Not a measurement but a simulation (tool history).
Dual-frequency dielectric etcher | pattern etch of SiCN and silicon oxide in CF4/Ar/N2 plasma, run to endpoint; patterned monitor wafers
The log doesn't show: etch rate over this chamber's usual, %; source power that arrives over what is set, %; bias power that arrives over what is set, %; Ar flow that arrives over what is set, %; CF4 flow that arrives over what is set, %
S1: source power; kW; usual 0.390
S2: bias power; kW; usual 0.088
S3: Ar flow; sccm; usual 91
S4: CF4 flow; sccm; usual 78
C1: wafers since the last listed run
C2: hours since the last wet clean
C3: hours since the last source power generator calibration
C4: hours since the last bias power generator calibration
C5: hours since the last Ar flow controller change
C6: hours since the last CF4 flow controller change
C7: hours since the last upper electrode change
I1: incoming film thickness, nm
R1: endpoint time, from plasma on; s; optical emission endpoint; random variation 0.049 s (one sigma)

run	hour	S1	S2	S3	S4	C1	C2	C3	C4	C5	C6	C7	I1	R1
1	0.0	0.390	0.088	91	78	0	307.0	3960.5	1680.0	1609.7	4846.9	3884.4	12.56	14.8
2	24.4	0.390	0.088	91	78	393	331.4	3984.9	1704.4	1634.1	4871.3	3908.8	12.47	14.8
3	58.5	0.390	0.088	91	78	549	365.5	4019.0	1738.5	1668.2	4905.4	3942.9	12.44	14.7
4	116.5	0.440	0.088	91	78	934	423.5	4077.0	1796.5	1726.2	4963.4	4000.9	12.35	13.2
5	154.1	0.440	0.088	91	78	605	461.1	4114.6	1834.1	1763.8	5001.0	4038.5	12.47	13.4
6	195.8	0.440	0.088	91	78	671	502.8	4156.3	1875.8	1805.5	5042.7	4080.2	12.43	13.5
# hour 255.7: Ar flow controller replaced
# hour 262.3: wet clean of the chamber
7	282.4	0.390	0.088	91	78	1192	20.1	4242.9	1962.4	26.7	5129.3	4166.8	12.53	14.9
8	316.5	0.390	0.088	91	78	549	54.2	4277.0	1996.5	60.8	5163.4	4200.9	12.51	14.8
# hour 333.0: CF4 flow controller replaced
# hour 363.4: source power generator calibrated
9	375.7	0.390	0.088	91	78	792	113.4	12.3	2055.7	120.0	42.7	4260.1	12.56	14.9
10	411.9	0.320	0.088	113	78	583	149.6	48.5	2091.9	156.2	78.9	4296.3	12.45	17.8
# hour 439.6: bias power generator calibrated
11	448.3	0.390	0.088	91	78	522	186.0	84.9	8.7	192.6	115.3	4332.7	12.50	14.8
12	480.3	0.390	0.088	81	89	515	218.0	116.9	40.7	224.6	147.3	4364.7	12.43	14.3
# hour 514.0: upper electrode replaced
13	537.2	0.390	0.088	91	78	530	274.9	173.8	97.6	281.5	204.2	23.2	12.51	14.9
14	585.6	0.430	0.088	110	78	779	323.3	222.2	146.0	329.9	252.6	71.6	12.58	14.3
15	625.7	0.350	0.088	91	78	646	363.4	262.3	186.1	370.0	292.7	111.7	12.60	16.3
16	659.6	0.310	0.088	91	78	546	397.3	296.2	220.0	403.9	326.6	145.6	12.45	17.7
17	730.3	0.390	0.102	81	78	1139	468.0	366.9	290.7	474.6	397.3	216.3	12.42	13.5

3 ways to go on from here, each from the tool as it stands after run 17. What would each give?
A	730.7	0.390	0.088	91	73	6	468.4	367.3	291.1	475.0	397.7	216.7	12.42	?
B	730.7	0.390	0.108	114	78	6	468.4	367.3	291.1	475.0	397.7	216.7	12.42	?
C	730.7	0.310	0.088	77	63	6	468.4	367.3	291.1	475.0	397.7	216.7	12.42	?

run	R1
A	14.9
B	13.8
C	17.7
Without the tool's hidden state the same runs would have given:
run	R1
A	14.9
B	13.8
C	17.7
